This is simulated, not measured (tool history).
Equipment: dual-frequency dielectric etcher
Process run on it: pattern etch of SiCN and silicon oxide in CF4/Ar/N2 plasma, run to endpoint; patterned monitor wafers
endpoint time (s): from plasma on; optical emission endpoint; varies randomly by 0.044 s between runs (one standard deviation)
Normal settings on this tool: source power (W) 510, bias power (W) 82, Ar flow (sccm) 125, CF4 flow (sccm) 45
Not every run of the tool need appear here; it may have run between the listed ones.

run    hour  source power (W)  bias power (W)  Ar flow (sccm)  CF4 flow (sccm)  incoming incoming film thickness, nm  endpoint time (s)
  1     0.0               510              89             125               45                                  9.35               10.0
  2    49.2               510              89             125               45                                  9.32               10.0
  3   121.0               510              82             125               45                                  9.43               10.5
      208.2  -- wet clean of the chamber
  4   213.0               510              82             125               45                                  9.31               10.3
  5   259.7               510              82             125               45                                  9.39               10.3
  6   348.7               510              82             125               45                                  9.41               10.4
      450.5  -- Ar flow controller replaced
  7   453.0               510              82             125               45                                  9.40               10.3
  8   540.3               510              88             125               45                                  9.50               10.1
      568.9  -- CF4 flow controller replaced
  9   597.7               510              82             125               45                                  9.37               10.3
      680.3  -- wet clean of the chamber
      828.3  -- source power generator calibrated
 10   846.9               510              82             125               45                                  9.31               10.6
 11   888.1               380             102             148               51                                  9.47               14.0
 12   956.1               510              82             125               45                                  9.43               10.8
     1044.8  -- bias power generator calibrated
     1045.7  -- upper electrode replaced
 13  1046.4               600              98             133               45                                  9.31                8.3
 14  1091.8               600              93             135               35                                  9.49                8.9
 15  1128.7               510              82             153               45                                  9.33               11.0
 16  1207.8               510             102             125               45                                  9.48                9.8
     1255.6  -- wet clean of the chamber
 17  1256.1               510              68             125               45                                  9.46               11.5
 18  1318.7               560              82             125               53                                  9.41                9.3
 19  1422.8               620              70             115               34                                  9.45                9.4
 20  1505.1               510              82             125               45                                  9.49               10.7
 21  1570.5               510              88             125               45                                  9.40               10.3
 22  1649.5               640              82              97               45                                  9.35                7.8
     1733.6  -- wet clean of the chamber
 23  1740.8               420              69             125               55                                  9.43               13.8

5 ways to go on from here, each from the tool as it stands after run 23. What would each give?
  A  1741.2               510              82             125               45                                  9.46                  ?
  B  1741.2               510              82             155               36                                  9.46                  ?
  C  1741.2               420              82             138               45                                  9.46                  ?
  D  1741.2               510              74             112               45                                  9.46                  ?
  E  1741.2               510              71             125               45                                  9.46                  ?

run  endpoint time (s)
  A               10.6
  B               11.4
  C               13.5
  D               10.8
  E               11.2
The same runs, with their run-to-run variation unchanged, on a tool lacking any hidden condition would have given:
run  endpoint time (s)
  A               10.7
  B               11.5
  C               13.6
  D               10.9
  E               11.4

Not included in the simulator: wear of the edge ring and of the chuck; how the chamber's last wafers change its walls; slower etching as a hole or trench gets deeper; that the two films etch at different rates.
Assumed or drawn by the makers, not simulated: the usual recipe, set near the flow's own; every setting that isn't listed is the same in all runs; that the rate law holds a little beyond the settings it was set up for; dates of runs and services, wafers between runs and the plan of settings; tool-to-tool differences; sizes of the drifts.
